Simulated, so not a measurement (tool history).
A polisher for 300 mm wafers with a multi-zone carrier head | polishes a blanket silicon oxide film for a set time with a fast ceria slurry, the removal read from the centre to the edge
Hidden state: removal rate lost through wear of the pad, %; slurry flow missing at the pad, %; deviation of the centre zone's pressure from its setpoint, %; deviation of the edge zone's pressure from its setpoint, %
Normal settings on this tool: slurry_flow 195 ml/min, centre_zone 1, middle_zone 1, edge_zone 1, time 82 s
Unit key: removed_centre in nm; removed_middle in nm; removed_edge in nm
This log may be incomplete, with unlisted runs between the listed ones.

run,hour,slurry_flow,centre_zone,middle_zone,edge_zone,time,wafers since the last listed run,wafers polished on this pad,hours since the slurry nozzle was cleaned,hours since the centre zone pressure was calibrated,hours since the edge zone pressure was calibrated,hours since the carrier head's membrane was replaced,"incoming thickness of the incoming film, nm",removed_centre,removed_middle,removed_edge
1,0,195,1,1,1,82,0,1237,544.1,839.6,242.3,1767.6,3332,928.8,922.6,930.9
# hour 19.1: worn pad replaced by a new one
2,25,195,1,1,1,82,229,64,569.1,864.6,267.3,1792.6,3434.6,1025,999.8,997.8
3,56.5,195,1,1,1.03,82,344,409,600.6,896.1,298.8,1824.1,3389.7,989.9,968.5,1015.6
4,84.1,195,1,1,1,92,301,710,628.2,923.7,326.4,1851.7,3374.2,1070.7,1072,1080.5
5,96.6,195,1,1,1,82,136,847,640.7,936.2,338.9,1864.2,3404,938.9,960.3,953.2
6,125.8,195,1,1,1,82,319,1166,669.9,965.4,368.1,1893.4,3368.5,928.5,944.1,926.6
7,157.1,195,1,1,1,82,342,1508,701.2,996.7,399.4,1924.7,3341.5,895.6,874.9,899.9
# hour 158.9: slurry nozzle cleaned
# hour 168.6: worn pad replaced by a new one
# hour 182.7: centre zone pressure recalibrated
8,188,230,1,1,1,82,261,189,29.1,5.3,430.3,1955.6,3397.7,1056.6,1029.1,1033.4
9,221.2,230,1,1,1,82,362,552,62.3,38.5,463.5,1988.8,3324,1020.8,983.7,988.5
10,246.5,195,1,0.92,1,82,276,829,87.6,63.8,488.8,2014.1,3372,956.7,872.3,955.7
11,259,195,1,0.92,1,82,136,965,100.1,76.3,501.3,2026.6,3347.5,956.5,897,946.1
12,280,170,0.95,1,0.93,82,229,1195,121.1,97.3,522.3,2047.6,3392.6,874.7,871.8,884.7
# hour 286.5: worn pad replaced by a new one
13,293.1,195,1,1,1,82,99,72,134.2,110.4,535.4,2060.7,3315.4,1022.2,1040.9,1021.2
# hour 313.9: carrier head's membrane replaced by a new one
14,315.1,195,1,1.12,1,82,185,258,156.2,132.4,557.4,1.2,3396,1024,1127,1005
15,343.3,250,1,1,1.05,82,308,566,184.4,160.6,585.6,29.4,3367.2,1032.9,1005.3,1026.2
# hour 370: edge zone pressure recalibrated
16,373.3,195,1,1,1,82,306,872,214.4,190.6,3.3,59.4,3368.1,946.6,948.6,942
# hour 406.7: worn pad replaced by a new one
17,407.2,225,1,1,1,56,326,5,248.3,224.5,37.2,93.3,3380.4,728.2,712.7,713.1
18,435.2,135,0.94,0.93,1,82,306,311,276.3,252.5,65.2,121.3,3409,862.2,893.2,941.1
19,470.7,195,1,1,1,82,388,699,311.8,288,100.7,156.8,3326,958.6,963.7,964.5
20,490.7,220,1,1,1,82,218,918,331.8,308,120.7,176.8,3411.2,956.1,963.5,961.5
21,509.2,265,1.07,0.93,1,69,202,1120,350.3,326.5,139.2,195.3,3368.2,895.7,771.1,801.3
22,526.9,195,1,1,1,69,193,1313,368,344.2,156.9,213,3377.7,780.9,767.6,770

Give the tool's hidden conditions for every run:
slurry flow missing at the pad, %: 0 at every run
deviation of the centre zone's pressure from its setpoint, %: 0 at every run
deviation of the edge zone's pressure from its setpoint, %: 0 at every run
H1: removal rate lost through wear of the pad, %
run,H1
1,10.3
2,1.87
3,4.63
4,7.06
5,8.15
6,10.7
7,13.5
8,2
9,4.92
10,7.14
11,8.23
12,10.1
13,1.13
14,3.06
15,5.53
16,8.17
17,0.683
18,3.14
19,6.26
20,8.01
21,9.64
22,11.2
